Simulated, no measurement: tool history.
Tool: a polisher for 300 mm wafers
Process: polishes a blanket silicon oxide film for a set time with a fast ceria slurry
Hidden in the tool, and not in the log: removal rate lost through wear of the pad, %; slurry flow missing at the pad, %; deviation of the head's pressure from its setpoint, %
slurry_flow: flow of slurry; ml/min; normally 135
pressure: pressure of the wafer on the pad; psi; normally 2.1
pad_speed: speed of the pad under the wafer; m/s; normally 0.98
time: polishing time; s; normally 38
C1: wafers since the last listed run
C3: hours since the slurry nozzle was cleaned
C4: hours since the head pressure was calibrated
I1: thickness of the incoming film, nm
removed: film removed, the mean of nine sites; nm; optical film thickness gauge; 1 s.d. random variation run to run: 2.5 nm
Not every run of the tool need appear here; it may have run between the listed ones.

{"run": 1, "day": 0.0, "slurry_flow": 135, "pressure": 2.1, "pad_speed": 0.98, "time": 38, "C1": 0, "wafers polished on this pad": 494, "C3": 526, "C4": 77.5, "I1": 2557, "removed": 389.7}
{"run": 2, "day": 0.704, "slurry_flow": 135, "pressure": 2.1, "pad_speed": 0.98, "time": 38, "C1": 169, "wafers polished on this pad": 664, "C3": 542.9, "C4": 94.4, "I1": 2503.2, "removed": 390.4}
{"day": 1.092, "done": "worn pad replaced by a new one"}
{"run": 3, "day": 1.317, "slurry_flow": 135, "pressure": 2.1, "pad_speed": 0.98, "time": 35, "C1": 107, "wafers polished on this pad": 54, "C3": 557.6, "C4": 109.1, "I1": 2551.1, "removed": 362.8}
{"run": 4, "day": 1.954, "slurry_flow": 135, "pressure": 2.1, "pad_speed": 0.98, "time": 35, "C1": 153, "wafers polished on this pad": 207, "C3": 572.9, "C4": 124.4, "I1": 2527.9, "removed": 359.9}
{"run": 5, "day": 2.683, "slurry_flow": 135, "pressure": 2.1, "pad_speed": 0.98, "time": 48, "C1": 175, "wafers polished on this pad": 382, "C3": 590.4, "C4": 141.9, "I1": 2525, "removed": 496}
{"run": 6, "day": 2.933, "slurry_flow": 135, "pressure": 2.1, "pad_speed": 0.98, "time": 48, "C1": 60, "wafers polished on this pad": 442, "C3": 596.4, "C4": 147.9, "I1": 2595.3, "removed": 502.1}
{"run": 7, "day": 3.45, "slurry_flow": 135, "pressure": 2.1, "pad_speed": 0.98, "time": 45, "C1": 124, "wafers polished on this pad": 566, "C3": 608.8, "C4": 160.3, "I1": 2521.5, "removed": 467.4}
{"run": 8, "day": 3.733, "slurry_flow": 165, "pressure": 2.1, "pad_speed": 0.98, "time": 38, "C1": 68, "wafers polished on this pad": 634, "C3": 615.6, "C4": 167.1, "I1": 2564.1, "removed": 412.3}
{"day": 4.042, "done": "worn pad replaced by a new one"}
{"run": 9, "day": 4.062, "slurry_flow": 165, "pressure": 2.1, "pad_speed": 0.98, "time": 38, "C1": 39, "wafers polished on this pad": 4, "C3": 623.5, "C4": 175, "I1": 2537.3, "removed": 417.4}
{"run": 10, "day": 4.617, "slurry_flow": 165, "pressure": 2.1, "pad_speed": 0.98, "time": 38, "C1": 133, "wafers polished on this pad": 137, "C3": 636.8, "C4": 188.3, "I1": 2546.4, "removed": 421.2}
{"run": 11, "day": 5.054, "slurry_flow": 135, "pressure": 2.1, "pad_speed": 0.98, "time": 38, "C1": 105, "wafers polished on this pad": 242, "C3": 647.3, "C4": 198.8, "I1": 2529.3, "removed": 403.2}
{"run": 12, "day": 5.558, "slurry_flow": 135, "pressure": 2.1, "pad_speed": 0.98, "time": 38, "C1": 121, "wafers polished on this pad": 364, "C3": 659.4, "C4": 210.9, "I1": 2546.3, "removed": 405.1}
{"run": 13, "day": 6.112, "slurry_flow": 135, "pressure": 1.6, "pad_speed": 0.98, "time": 38, "C1": 133, "wafers polished on this pad": 497, "C3": 672.7, "C4": 224.2, "I1": 2538.8, "removed": 313.9}
{"run": 14, "day": 6.367, "slurry_flow": 155, "pressure": 2.7, "pad_speed": 0.76, "time": 27, "C1": 61, "wafers polished on this pad": 558, "C3": 678.8, "C4": 230.3, "I1": 2547.9, "removed": 325.5}
{"day": 6.792, "done": "worn pad replaced by a new one"}
{"run": 15, "day": 6.9, "slurry_flow": 165, "pressure": 2.1, "pad_speed": 0.98, "time": 38, "C1": 88, "wafers polished on this pad": 26, "C3": 691.6, "C4": 243.1, "I1": 2535.4, "removed": 426.7}
{"run": 16, "day": 7.467, "slurry_flow": 175, "pressure": 2.1, "pad_speed": 0.98, "time": 26, "C1": 136, "wafers polished on this pad": 162, "C3": 705.2, "C4": 256.7, "I1": 2582.1, "removed": 298}
{"run": 17, "day": 7.812, "slurry_flow": 155, "pressure": 2.4, "pad_speed": 0.74, "time": 30, "C1": 83, "wafers polished on this pad": 245, "C3": 713.5, "C4": 265, "I1": 2534.9, "removed": 318.5}
{"run": 18, "day": 8.554, "slurry_flow": 175, "pressure": 2.3, "pad_speed": 1.1, "time": 45, "C1": 178, "wafers polished on this pad": 423, "C3": 731.3, "C4": 282.8, "I1": 2508.7, "removed": 609.8}
{"run": 19, "day": 9.092, "slurry_flow": 120, "pressure": 2.3, "pad_speed": 0.98, "time": 38, "C1": 129, "wafers polished on this pad": 552, "C3": 744.2, "C4": 295.7, "I1": 2552, "removed": 445.9}

Run 20, settings as shown, results not yet in. Your forecast:
{"day": 9.475, "done": "worn pad replaced by a new one"}
{"run": 20, "day": 9.733, "slurry_flow": 135, "pressure": 2.1, "pad_speed": 0.98, "time": 38, "C1": 114, "wafers polished on this pad": 62, "C3": 759.6, "C4": 311.1, "I1": 2540.5, "removed": "?"}

Run 20 came out at removed 427.5 nm.
Had the tool carried no hidden state, the very same run would have given removed 392.6 nm.

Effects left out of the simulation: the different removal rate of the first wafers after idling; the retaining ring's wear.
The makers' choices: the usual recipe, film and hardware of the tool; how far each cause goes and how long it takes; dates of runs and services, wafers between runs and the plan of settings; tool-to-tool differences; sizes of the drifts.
